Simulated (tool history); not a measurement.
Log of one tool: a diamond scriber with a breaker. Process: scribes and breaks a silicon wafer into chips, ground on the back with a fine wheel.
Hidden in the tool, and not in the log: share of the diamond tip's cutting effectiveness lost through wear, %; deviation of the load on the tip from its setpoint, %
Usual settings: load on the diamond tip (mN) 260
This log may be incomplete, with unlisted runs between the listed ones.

| run | day | load on the diamond tip (mN) | wafers since the last listed run | hours since the diamond tip was replaced | hours since the load on the tip was calibrated | incoming depth of the damage left on the back of the incoming wafer, um | depth of the median crack under the scribed line (nm) | chips rejected at inspection after the break (%) |
|---|---|---|---|---|---|---|---|---|
| 1 | 0 | 260 | 0 | 132.5 | 362 | 2.27 | 11500 | 3.15 |
| 2 | 2.1 | 260 | 163 | 182.9 | 412.4 | 1.89 | 11250 | 3.16 |
| 3 | 3.183 | 260 | 84 | 208.9 | 438.4 | 1.83 | 11770 | 3.58 |
| 4 | 5.312 | 260 | 165 | 260 | 489.5 | 1.54 | 11590 | 3.22 |
| 5 | 7.017 | 260 | 132 | 300.9 | 530.4 | 1.89 | 11950 | 3.53 |
|  | 7.583 | diamond tip replaced by a new one |
| 6 | 8.571 | 260 | 114 | 23.7 | 567.7 | 2.73 | 11620 | 4.26 |
| 7 | 15.833 | 260 | 565 | 198 | 742 | 2.18 | 11740 | 4.06 |
| 8 | 17.917 | 260 | 162 | 248 | 792 | 1.53 | 11890 | 3.55 |
|  | 18.304 | load on the tip recalibrated |
| 9 | 20.875 | 210 | 223 | 319 | 61.7 | 1.66 | 9350 | 9.45 |
| 10 | 21.929 | 260 | 82 | 344.3 | 87 | 2.81 | 11050 | 3.45 |
|  | 22.029 | diamond tip replaced by a new one |
| 11 | 24.154 | 320 | 166 | 51 | 140.4 | 2.21 | 12880 | 11.27 |
| 12 | 26.012 | 193 | 144 | 95.6 | 185 | 2.07 | 9090 | 13.17 |
| 13 | 28.496 | 226 | 193 | 155.2 | 244.6 | 2.36 | 10300 | 3.75 |
| 14 | 31.175 | 218 | 208 | 219.5 | 308.9 | 2.49 | 10100 | 5.06 |

Run by run, hidden condition taken away, random variation retained:
| run | depth of the median crack under the scribed line (nm) | chips rejected at inspection after the break (%) |
|---|---|---|
| 1 | 10880 | 2.45 |
| 2 | 10600 | 2.24 |
| 3 | 11070 | 2.47 |
| 4 | 10870 | 2.07 |
| 5 | 11190 | 2.33 |
| 6 | 10860 | 3.24 |
| 7 | 10920 | 2.64 |
| 8 | 11040 | 2.04 |
| 9 | 9280 | 10.14 |
| 10 | 10890 | 3.46 |
| 11 | 12530 | 8.86 |
| 12 | 8770 | 17.2 |
| 13 | 9840 | 5.9 |
| 14 | 9570 | 8.45 |
